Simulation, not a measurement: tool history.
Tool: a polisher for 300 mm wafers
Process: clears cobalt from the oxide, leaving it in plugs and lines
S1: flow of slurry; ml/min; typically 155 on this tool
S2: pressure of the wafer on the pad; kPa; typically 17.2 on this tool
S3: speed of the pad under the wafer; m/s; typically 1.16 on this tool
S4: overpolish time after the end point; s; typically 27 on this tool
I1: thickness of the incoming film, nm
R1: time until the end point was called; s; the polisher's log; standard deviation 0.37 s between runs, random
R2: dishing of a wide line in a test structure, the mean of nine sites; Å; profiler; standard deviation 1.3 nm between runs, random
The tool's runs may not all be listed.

| run | hour | S1 | S2 | S3 | S4 | I1 | R1 | R2 |
|---|---|---|---|---|---|---|---|---|
| 1 | 0.0 | 155 | 17.2 | 1.16 | 27 | 297.1 | 43.6 | 592 |
| 2 | 64.2 | 155 | 17.2 | 1.34 | 27 | 305.4 | 40.4 | 616 |
| 3 | 91.7 | 155 | 17.2 | 1.34 | 27 | 299.7 | 39.3 | 614 |
| 4 | 122.9 | 155 | 17.2 | 1.34 | 27 | 304.9 | 40.4 | 618 |
|  | 152.1 | slurry nozzle cleaned |
| 5 | 169.7 | 155 | 17.2 | 1.16 | 27 | 301.6 | 42.4 | 610 |
| 6 | 200.7 | 155 | 17.2 | 1.16 | 27 | 302.3 | 42.3 | 607 |
| 7 | 235.7 | 155 | 17.2 | 1.16 | 27 | 297.4 | 41.6 | 618 |
| 8 | 265.1 | 155 | 17.2 | 1.16 | 27 | 298.0 | 42.0 | 604 |
| 9 | 332.7 | 155 | 17.2 | 1.16 | 27 | 295.5 | 42.5 | 596 |
| 10 | 399.6 | 155 | 17.2 | 1.16 | 27 | 304.7 | 43.4 | 618 |
|  | 422.3 | worn pad replaced by a new one |
| 11 | 463.7 | 155 | 17.2 | 1.16 | 27 | 302.5 | 43.0 | 613 |
| 12 | 534.2 | 155 | 17.2 | 1.16 | 27 | 304.3 | 43.3 | 590 |
| 13 | 603.2 | 120 | 17.2 | 1.16 | 13 | 297.5 | 44.6 | 492 |
| 14 | 636.5 | 155 | 12.4 | 1.16 | 17 | 294.6 | 60.0 | 477 |
| 15 | 689.7 | 100 | 14.5 | 1.04 | 27 | 295.7 | 59.8 | 541 |
|  | 719.2 | slurry nozzle cleaned |
| 16 | 741.0 | 155 | 17.2 | 1.16 | 27 | 297.5 | 42.1 | 596 |
|  | 750.7 | head pressure recalibrated |
| 17 | 799.1 | 155 | 17.2 | 1.16 | 15 | 296.4 | 41.7 | 553 |
| 18 | 861.1 | 155 | 17.2 | 1.16 | 27 | 298.8 | 42.1 | 600 |
| 19 | 922.0 | 135 | 17.2 | 1.04 | 27 | 301.7 | 47.4 | 590 |
|  | 935.1 | worn pad replaced by a new one |
| 20 | 988.0 | 155 | 17.2 | 1.16 | 27 | 295.4 | 41.7 | 591 |
| 21 | 1022.2 | 155 | 17.2 | 1.16 | 27 | 297.3 | 42.5 | 625 |
| 22 | 1068.7 | 105 | 14.5 | 0.94 | 13 | 296.8 | 62.1 | 405 |
| 23 | 1121.5 | 190 | 17.2 | 0.76 | 27 | 301.2 | 59.2 | 587 |
| 24 | 1169.1 | 180 | 19.3 | 0.94 | 20 | 299.9 | 45.7 | 570 |
| 25 | 1216.3 | 205 | 11.0 | 1.36 | 18 | 306.8 | 57.8 | 505 |
| 26 | 1247.3 | 155 | 17.2 | 0.88 | 27 | 299.3 | 55.4 | 581 |
| 27 | 1310.2 | 155 | 13.8 | 1.16 | 19 | 302.1 | 55.5 | 525 |
|  | 1344.7 | slurry nozzle cleaned |
| 28 | 1347.9 | 155 | 17.2 | 1.16 | 27 | 294.6 | 41.8 | 598 |
| 29 | 1407.5 | 155 | 17.2 | 1.16 | 27 | 299.9 | 42.6 | 610 |
|  | 1457.1 | worn pad replaced by a new one |
| 30 | 1478.7 | 155 | 12.4 | 1.16 | 31 | 294.8 | 56.6 | 595 |
| 31 | 1515.7 | 170 | 11.7 | 1.50 | 37 | 304.2 | 48.7 | 603 |
| 32 | 1561.8 | 155 | 17.2 | 1.16 | 27 | 296.5 | 42.3 | 595 |
| 33 | 1595.3 | 155 | 17.2 | 0.98 | 11 | 298.9 | 48.5 | 440 |
| 34 | 1653.1 | 155 | 17.2 | 1.16 | 27 | 293.9 | 42.5 | 604 |
| 35 | 1710.2 | 155 | 17.2 | 1.16 | 27 | 296.5 | 43.0 | 607 |

Run-by-run hidden state of the tool:
removal rate lost through wear of the pad, %: 0, the same for each run
deviation of the head's pressure from its setpoint, %: 0, the same for each run
H1: slurry flow missing at the pad, %
| run | H1 |
|---|---|
| 1 | 28.4 |
| 2 | 36.1 |
| 3 | 39.7 |
| 4 | 44.1 |
| 5 | 5.31 |
| 6 | 5.56 |
| 7 | 6.12 |
| 8 | 6.83 |
| 9 | 9.24 |
| 10 | 12.7 |
| 11 | 17.1 |
| 12 | 23 |
| 13 | 30 |
| 14 | 33.8 |
| 15 | 40.4 |
| 16 | 0.816 |
| 17 | 1.53 |
| 18 | 3.21 |
| 19 | 5.76 |
| 20 | 9.54 |
| 21 | 11.9 |
| 22 | 15.6 |
| 23 | 20.4 |
| 24 | 25.4 |
| 25 | 30.8 |
| 26 | 34.7 |
| 27 | 43.2 |
| 28 | 3 |
| 29 | 3.48 |
| 30 | 5.18 |
| 31 | 6.55 |
| 32 | 8.73 |
| 33 | 10.6 |
| 34 | 14.6 |
| 35 | 19.2 |
